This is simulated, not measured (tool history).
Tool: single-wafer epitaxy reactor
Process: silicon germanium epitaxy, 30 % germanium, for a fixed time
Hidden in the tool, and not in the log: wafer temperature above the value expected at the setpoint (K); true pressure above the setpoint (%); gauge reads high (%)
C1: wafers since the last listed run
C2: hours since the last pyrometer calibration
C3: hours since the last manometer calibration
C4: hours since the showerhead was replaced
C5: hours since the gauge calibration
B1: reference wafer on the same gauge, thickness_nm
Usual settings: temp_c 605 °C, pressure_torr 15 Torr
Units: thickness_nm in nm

Run 1, hour 0: usual settings; C1 0; C2 1148.4; C3 2708.8; C4 5795.6; C5 3.2; B1 55.413. Result: thickness_nm 53.472 nm.
Run 2, hour 9.6: usual settings; C1 203; C2 1158; C3 2718.4; C4 5805.2; C5 12.8; B1 55.594. Result: thickness_nm 53.404 nm.
Run 3, hour 27.1: usual settings; C1 370; C2 1175.5; C3 2735.9; C4 5822.7; C5 30.3; B1 55.448. Result: thickness_nm 52.906 nm.
Run 4, hour 40.3: usual settings; C1 279; C2 1188.7; C3 2749.1; C4 5835.9; C5 43.5; B1 55.467. Result: thickness_nm 53.265 nm.
Run 5, hour 46.7: usual settings; C1 135; C2 1195.1; C3 2755.5; C4 5842.3; C5 49.9; B1 55.495. Result: thickness_nm 52.925 nm.
Run 6, hour 95.7: usual settings; C1 1037; C2 1244.1; C3 2804.5; C4 5891.3; C5 98.9; B1 55.478. Result: thickness_nm 52.914 nm.
Run 7, hour 108.6: usual settings; C1 273; C2 1257; C3 2817.4; C4 5904.2; C5 111.8; B1 55.529. Result: thickness_nm 52.252 nm.
At hour 121.4: capacitance manometer re-zeroed and calibrated.
Run 8, hour 121.9: usual settings; C1 112; C2 1270.3; C3 0.5; C4 5917.5; C5 125.1; B1 55.561. Result: thickness_nm 52.431 nm.
Run 9, hour 129.3: usual settings but temp_c 602 °C, pressure_torr 13.5 Torr; C1 156; C2 1277.7; C3 7.9; C4 5924.9; C5 132.5; B1 55.471. Result: thickness_nm 45.887 nm.
Run 10, hour 136.2: usual settings but pressure_torr 15.9 Torr; C1 146; C2 1284.6; C3 14.8; C4 5931.8; C5 139.4; B1 55.536. Result: thickness_nm 53.996 nm.
Run 11, hour 147.6: usual settings but pressure_torr 15.9 Torr; C1 241; C2 1296; C3 26.2; C4 5943.2; C5 150.8; B1 55.497. Result: thickness_nm 54.474 nm.
Run 12, hour 166.4: usual settings; C1 398; C2 1314.8; C3 45; C4 5962; C5 169.6; B1 55.465. Result: thickness_nm 51.626 nm.
Run 13, hour 181.4: usual settings; C1 317; C2 1329.8; C3 60; C4 5977; C5 184.6; B1 55.51. Result: thickness_nm 52.03 nm.
Run 14, hour 196.4: usual settings but temp_c 616 °C, pressure_torr 13 Torr; C1 317; C2 1344.8; C3 75; C4 5992; C5 199.6; B1 55.488. Result: thickness_nm 59.44 nm.
Run 15, hour 209.3: usual settings but pressure_torr 16.7 Torr; C1 273; C2 1357.7; C3 87.9; C4 6004.9; C5 212.5; B1 55.561. Result: thickness_nm 55.105 nm.
At hour 239.4: gauge calibrated.
At hour 247.1: pyrometer calibrated.
Run 16, hour 247.6: usual settings but temp_c 614 °C, pressure_torr 18 Torr; C1 641; C2 0.5; C3 126.2; C4 6043.2; C5 8.2; B1 55.504. Result: thickness_nm 65.577 nm.
Run 17, hour 261.4: usual settings but temp_c 614 °C; C1 292; C2 14.3; C3 140; C4 6057; C5 22; B1 55.462. Result: thickness_nm 58.78 nm.
Run 18, hour 271.9: usual settings; C1 222; C2 24.8; C3 150.5; C4 6067.5; C5 32.5; B1 55.49. Result: thickness_nm 48.8 nm.
Run 19, hour 278.8: usual settings but temp_c 594 °C, pressure_torr 15.9 Torr; C1 146; C2 31.7; C3 157.4; C4 6074.4; C5 39.4; B1 55.541. Result: thickness_nm 39.823 nm.
At hour 289.3: showerhead replaced.
Run 20, hour 294: usual settings but temp_c 599 °C, pressure_torr 11.5 Torr; C1 152; C2 46.9; C3 172.6; C4 4.7; C5 54.6; B1 55.466. Result: thickness_nm 36.15 nm.
Run 21, hour 311.5: usual settings but pressure_torr 17.2 Torr; C1 370; C2 64.4; C3 190.1; C4 22.2; C5 72.1; B1 55.547. Result: thickness_nm 52.994 nm.
At hour 331.6: pyrometer calibrated, repeated, since the last time left the tool worse.
Run 22, hour 332.1: usual settings; C1 266; C2 0.5; C3 210.7; C4 42.8; C5 92.7; B1 55.492. Result: thickness_nm 57.446 nm.
Run 23, hour 333.1: usual settings but temp_c 594 °C, pressure_torr 13.4 Torr; C1 21; C2 1.5; C3 211.7; C4 43.8; C5 93.7; B1 55.492. Result: thickness_nm 42.996 nm.
Run 24, hour 345.9: usual settings but temp_c 595 °C, pressure_torr 18.6 Torr; C1 271; C2 14.3; C3 224.5; C4 56.6; C5 106.5; B1 55.506. Result: thickness_nm 53.866 nm.
Run 25, hour 356.5: usual settings; C1 224; C2 24.9; C3 235.1; C4 67.2; C5 117.1; B1 55.48. Result: thickness_nm 57.458 nm.
Run 26, hour 370: usual settings but temp_c 616 °C, pressure_torr 16.7 Torr; C1 285; C2 38.4; C3 248.6; C4 80.7; C5 130.6; B1 55.432. Result: thickness_nm 76.794 nm.

Forecast each of these 3 alternatives for the next run:
Run A, hour 370.4: usual settings but temp_c 612 °C; C1 8; C2 38.8; C3 249; C4 81.1; C5 131; B1 ?. Result: thickness_nm ?.
Run B, hour 370.4: usual settings but temp_c 599 °C, pressure_torr 12.7 Torr; C1 8; C2 38.8; C3 249; C4 81.1; C5 131; B1 ?. Result: thickness_nm ?.
Run C, hour 370.4: usual settings but temp_c 598 °C, pressure_torr 13.1 Torr; C1 8; C2 38.8; C3 249; C4 81.1; C5 131; B1 ?. Result: thickness_nm ?.

run      B1  thickness_nm
  A  55.538        66.997
  B  55.538        46.228
  C  55.538        46.194
Without the tool's hidden state the same runs would have given:
run  thickness_nm
  A        66.239
  B        45.687
  C        45.652
